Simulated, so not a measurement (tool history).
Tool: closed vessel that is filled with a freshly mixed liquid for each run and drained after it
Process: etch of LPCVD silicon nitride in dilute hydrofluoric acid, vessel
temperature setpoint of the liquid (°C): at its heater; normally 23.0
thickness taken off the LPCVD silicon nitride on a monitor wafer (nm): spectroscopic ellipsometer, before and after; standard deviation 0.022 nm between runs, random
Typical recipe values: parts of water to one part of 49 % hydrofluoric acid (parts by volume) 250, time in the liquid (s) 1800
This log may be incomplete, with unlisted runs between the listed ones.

run	hour	temperature setpoint of the liquid (°C)	parts of water to one part of 49 % hydrofluoric acid (parts by volume)	time in the liquid (s)	read-back film thickness of the LPCVD silicon nitride reference wafer, read on the same gauge (nm)	thickness taken off the LPCVD silicon nitride on a monitor wafer (nm)
1	0.0	23.0	250	1800	80.005	3.177
2	65.7	23.0	250	1800	79.969	3.238
# hour 95.8: thermometer replaced
3	121.6	23.0	250	1800	79.980	3.215
4	193.3	23.0	250	1800	79.979	3.166
5	227.7	23.0	250	1800	79.991	3.156
6	299.0	21.5	250	1800	79.998	2.891
7	341.6	21.5	250	1800	80.006	2.911
8	525.1	21.5	250	1800	80.008	2.862
9	549.3	23.0	250	1800	80.014	3.194
# hour 586.1: hydrofluoric acid flow meter replaced
10	588.6	23.0	250	1800	79.974	3.326
# hour 613.4: gauge calibrated
11	745.4	23.0	250	1800	79.964	3.322
12	800.4	23.0	250	1800	80.020	3.277
# hour 805.6: thermometer replaced
13	859.1	23.0	250	1800	79.998	3.328
14	900.6	23.0	285	1385	79.996	2.212
15	955.3	23.0	250	1800	79.987	3.311
16	1009.0	19.0	185	1230	79.971	2.305
17	1065.7	23.0	250	1800	80.038	3.273
18	1106.9	19.0	250	1800	80.028	2.542
19	1137.4	25.0	250	1800	80.006	3.680
20	1178.2	21.0	155	2515	80.020	6.484
21	1216.6	26.0	250	1800	79.969	3.892
22	1241.4	23.0	250	1800	79.965	3.249
23	1311.7	26.0	310	2330	80.009	4.114
24	1357.1	27.0	250	1800	80.035	4.187

What would each run have given without the hidden state, its run-to-run variation left as it was?
The tool's hidden condition here consists of: liquid hotter than its thermometer reads (K); hydrofluoric acid flow below the setpoint (%); gauge reads high (%).
run	thickness taken off the LPCVD silicon nitride on a monitor wafer (nm)
1	3.291
2	3.359
3	3.338
4	3.292
5	3.285
6	3.012
7	3.036
8	2.996
9	3.347
10	3.329
11	3.336
12	3.294
13	3.350
14	2.228
15	3.339
16	2.326
17	3.308
18	2.571
19	3.725
20	6.568
21	3.947
22	3.295
23	4.180
24	4.258
